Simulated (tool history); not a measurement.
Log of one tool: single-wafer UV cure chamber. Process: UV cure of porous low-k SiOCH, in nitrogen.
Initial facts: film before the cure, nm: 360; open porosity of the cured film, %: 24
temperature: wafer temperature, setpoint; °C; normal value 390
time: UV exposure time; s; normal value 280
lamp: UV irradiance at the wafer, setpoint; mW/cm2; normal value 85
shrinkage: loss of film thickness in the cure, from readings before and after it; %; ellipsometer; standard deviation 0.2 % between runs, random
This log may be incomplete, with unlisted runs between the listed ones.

run	day	temperature	time	lamp	shrinkage
1	0.000	374	350	85	11.944
2	2.846	374	350	85	11.976
3	3.979	374	350	85	11.503
4	5.738	390	280	85	11.166
5	7.992	390	280	85	10.594
6	9.858	390	280	85	11.111
7	12.633	390	280	85	10.546
8	15.146	390	280	85	10.454
9	16.267	390	280	101	11.747
10	17.304	390	280	101	11.865
11	18.971	390	280	101	11.834
12	21.783	403	280	85	10.706
# day 24.671: quartz window cleaned
13	28.833	403	280	85	10.710
14	30.042	390	280	85	10.680
15	31.858	390	280	52	8.154
16	34.475	390	280	85	10.345
17	37.242	395	280	85	10.648
# day 39.233: UV bulbs replaced
18	39.254	390	280	85	12.456
19	40.283	402	280	96	12.821
20	42.658	372	170	73	8.764
21	45.279	390	140	102	9.605
22	46.375	390	280	85	12.237
23	49.346	390	280	63	10.706
24	51.267	390	135	85	8.540
25	52.392	379	280	99	12.512
# day 54.446: quartz window cleaned
26	54.912	395	165	85	9.331
27	56.271	409	360	67	12.325
28	58.425	390	280	45	8.723
29	60.817	410	160	85	9.405

3 options for the next run, each taken on its own from the tool as it stands now. Forecast them:
A	60.838	396	280	85	?
B	60.838	390	365	85	?
C	60.838	405	280	57	?

run	shrinkage
A	11.596
B	12.722
C	9.947
What these runs would have given with no unlogged condition in the tool:
run	shrinkage
A	12.259
B	13.401
C	10.586

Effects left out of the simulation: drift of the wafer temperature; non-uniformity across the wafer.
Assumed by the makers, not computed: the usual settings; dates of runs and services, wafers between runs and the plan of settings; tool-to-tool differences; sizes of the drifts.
